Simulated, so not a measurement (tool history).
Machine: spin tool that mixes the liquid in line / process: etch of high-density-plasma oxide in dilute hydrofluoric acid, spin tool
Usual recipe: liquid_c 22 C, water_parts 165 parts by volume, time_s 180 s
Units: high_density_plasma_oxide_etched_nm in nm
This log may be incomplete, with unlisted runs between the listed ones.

run	hour	liquid_c	water_parts	time_s	wafers since the last listed run	hours since the thermometer was replaced	hours since the hydrofluoric acid flow meter was replaced	hours since the gauge calibration	read-back film thickness of the high-density-plasma oxide reference wafer, read on the same gauge (nm)	high_density_plasma_oxide_etched_nm
1	0	22	165	240	0	635.5	714.8	728	40.05	6.77
2	17.6	22	165	180	107	653.1	732.4	745.6	39.97	5.09
3	34.1	22	165	180	100	669.6	748.9	762.1	40.03	5.14
4	52.7	22	165	180	113	688.2	767.5	780.7	39.99	5.09
5	66.7	22	200	215	85	702.2	781.5	794.7	39.95	4.82
# hour 72.9: gauge calibrated
6	93.3	22	165	180	162	728.8	808.1	20.4	40	5.09
7	116.7	22	165	180	142	752.2	831.5	43.8	40	5.04
# hour 128.8: thermometer replaced
8	142	22	165	180	148	13.2	856.8	69.1	40.01	5.04
9	160.7	18.5	165	240	114	31.9	875.5	87.8	40.01	5.83
10	249.3	22	165	270	540	120.5	964.1	176.4	40.03	7.57
11	265.8	19.5	135	115	100	137	980.6	192.9	40.02	3.65
12	286.5	22	115	180	126	157.7	1001.3	213.6	40.04	7.68
13	306	22	145	180	119	177.2	1020.8	233.1	39.95	5.87
14	340.6	22	165	180	211	211.8	1055.4	267.7	40.02	5
# hour 354.1: hydrofluoric acid flow meter replaced
15	364.8	22	210	180	141	236	10.7	291.9	40	3.94
16	390.3	25	165	230	155	261.5	36.2	317.4	40.01	7.6
17	413.4	22	145	180	140	284.6	59.3	340.5	39.98	6.1
18	443.9	26	190	260	186	315.1	89.8	371	39.98	7.48
19	467.3	22	165	285	142	338.5	113.2	394.4	40.01	8.35
20	482.5	22	115	180	92	353.7	128.4	409.6	40.01	8.03
21	515.9	22	90	180	203	387.1	161.8	443	39.98	10.37
22	527.9	18	165	245	73	399.1	173.8	455	40.01	6.14
23	561.7	22	165	285	206	432.9	207.6	488.8	39.96	8.2
24	588.7	27	130	90	164	459.9	234.6	515.8	39.98	4.13
25	615.5	27	140	260	163	486.7	261.4	542.6	39.98	11.07
26	632.9	22	165	180	106	504.1	278.8	560	40.02	5.19
27	656.4	22	165	180	143	527.6	302.3	583.5	40.03	5.2
28	687.2	22	200	230	187	558.4	333.1	614.3	39.97	5.26
29	718.7	19.5	165	285	192	589.9	364.6	645.8	40	7.41
30	749.8	19.5	105	90	189	621	395.7	676.9	40.03	3.95
31	763.7	22	90	265	84	634.9	409.6	690.8	39.99	15.22

What the log doesn't show, run by run:
liquid hotter than its thermometer reads (K): 0 at every run
gauge reads high (%): 0 at every run
H1: hydrofluoric acid flow below the setpoint (%)
run	H1
1	3.18
2	3.25
3	3.32
4	3.39
5	3.44
6	3.55
7	3.64
8	3.74
9	3.81
10	4.16
11	4.23
12	4.31
13	4.39
14	4.52
15	0.0683
16	0.169
17	0.26
18	0.38
19	0.472
20	0.532
21	0.664
22	0.711
23	0.844
24	0.95
25	1.06
26	1.12
27	1.22
28	1.34
29	1.46
30	1.59
31	1.64
